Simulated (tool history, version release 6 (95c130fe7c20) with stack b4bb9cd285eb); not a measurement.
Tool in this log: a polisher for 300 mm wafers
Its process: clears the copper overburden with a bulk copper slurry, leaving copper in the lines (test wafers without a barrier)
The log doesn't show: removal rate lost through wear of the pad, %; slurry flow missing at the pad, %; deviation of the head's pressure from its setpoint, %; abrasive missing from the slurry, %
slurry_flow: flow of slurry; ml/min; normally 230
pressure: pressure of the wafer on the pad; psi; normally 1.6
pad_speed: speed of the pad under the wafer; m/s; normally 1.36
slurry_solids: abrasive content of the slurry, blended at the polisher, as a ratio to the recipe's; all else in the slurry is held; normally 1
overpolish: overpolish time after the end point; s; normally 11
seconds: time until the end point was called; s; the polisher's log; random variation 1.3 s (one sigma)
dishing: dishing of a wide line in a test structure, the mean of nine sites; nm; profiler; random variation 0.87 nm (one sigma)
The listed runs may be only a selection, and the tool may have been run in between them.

run	hour	slurry_flow	pressure	pad_speed	slurry_solids	overpolish	wafers since the last listed run	wafers polished on this pad	hours since the slurry nozzle was cleaned	hours since the head pressure was calibrated	hours since the slurry blender was calibrated	incoming thickness of the incoming film, nm	seconds	dishing
1	0	230	1.3	1.36	1	11	0	409	58.6	313.8	368	544.9	121.7	31.5
2	17.3	230	1.6	1.36	1.05	15	229	639	75.9	331.1	385.3	553.1	98.6	45.1
3	34.5	230	1.6	1.36	1.05	15	228	867	93.1	348.3	402.5	536.4	98.1	46.4
4	49.2	230	1.6	1.36	1.05	15	195	1062	107.8	363	417.2	547.3	101.1	46.6
5	57.4	230	1.6	1.36	1	11	108	1171	116	371.2	425.4	541.2	100.5	36.5
6	71.8	230	1.6	1.36	1	11	191	1362	130.4	385.6	439.8	555.2	102	37.6
# hour 73.9: head pressure recalibrated
# hour 77.4: worn pad replaced by a new one
7	84	230	1.6	1.36	1	11	89	88	142.6	10.1	452	533.7	101.1	35.5
8	101.6	230	1.6	1.04	0.75	11	233	321	160.2	27.7	469.6	546.3	130.8	31
9	113.8	230	1.6	1.36	1	8	161	483	172.4	39.9	481.8	551.7	110.8	28.1
# hour 117.6: slurry blender recalibrated
# hour 124.3: slurry nozzle cleaned
10	126.3	230	1.3	0.88	1	15	126	609	2	52.4	8.7	540.7	138.6	36.4
11	173.5	230	1.2	1.36	1.1	11	626	1236	49.2	99.6	55.9	551.4	120.9	32.6
12	188.4	230	1.6	1.36	1.2	16	197	1434	64.1	114.5	70.8	553.1	93.2	53.3
# hour 196.4: worn pad replaced by a new one
13	197.8	230	1.6	1.36	1	11	71	17	73.5	123.9	80.2	555.9	97.3	39.2
14	209.2	230	1.6	1.36	1.05	15	151	169	84.9	135.3	91.6	552	96.6	50.1
15	222.9	230	2.1	1.84	0.75	11	181	351	98.6	149	105.3	537.2	64.3	51.1
16	230.8	230	1.6	1.36	1.05	15	104	456	106.5	156.9	113.2	548.9	93.7	47.2
17	248.8	230	1.6	1.36	1	11	238	694	124.5	174.9	131.2	540.7	97.7	37
18	259	160	1	1.36	0.8	14	135	830	134.7	185.1	141.4	545.7	178.3	28.4
19	270.1	230	1.9	1.36	1	6	147	977	145.8	196.2	152.5	537	83.6	27.7
20	278.8	230	1.6	1.36	1	11	115	1093	154.5	204.9	161.2	550.3	102.3	38.1
21	292	230	1.6	1.6	1	7	175	1268	167.7	218.1	174.4	548	91.4	28.4
22	303	165	1.6	1.82	0.75	7	146	1414	178.7	229.1	185.4	544.5	96.5	26.3
# hour 308.9: worn pad replaced by a new one
23	315.7	180	1.8	1.54	1.1	11	115	89	191.4	241.8	198.1	543.9	89.9	41.4
24	327.1	230	1.6	0.9	0.75	8	151	241	202.8	253.2	209.5	545.6	138.8	23.1
25	336.5	230	1	1.36	1	17	124	365	212.2	262.6	218.9	537.7	167.3	34.2
26	344.6	270	1.1	1.68	1	5	107	473	220.3	270.7	227	548.1	130.8	15.3
# hour 362.9: slurry nozzle cleaned
27	363.5	230	1.6	1.36	1	11	237	711	0.6	289.6	245.9	552.5	97.7	39.3
28	381.4	230	2	1.36	1	4	237	948	18.5	307.5	263.8	553.5	79	20.6

Measured result minus the same run's result without the hidden state. Both carry the same run-to-run variation, though not necessarily the same gauge scatter:
run	seconds	dishing
1	+14.2	-3
2	+12.2	-3.7
3	+12.8	-4.1
4	+13.9	-4.4
5	+14	-4.1
6	+14.9	-4.4
7	+15.4	-4.4
8	+20.8	-4.4
9	+18.7	-4.4
10	+2.3	-0.4
11	+6.3	-1.3
12	+5.9	-2
13	+6.7	-2
14	+7.4	-2.5
15	+5.4	-2.8
16	+8.6	-2.8
17	+10.2	-2.9
18	+23.3	-3.1
19	+10	-2.9
20	+12.7	-3.7
21	+12.2	-3.4
22	+16.1	-4.1
23	+15.6	-5.6
24	+22	-3.5
25	+28.2	-4.6
26	+21.2	-2.5
27	+8.7	-2.7
28	+7.6	-1.9
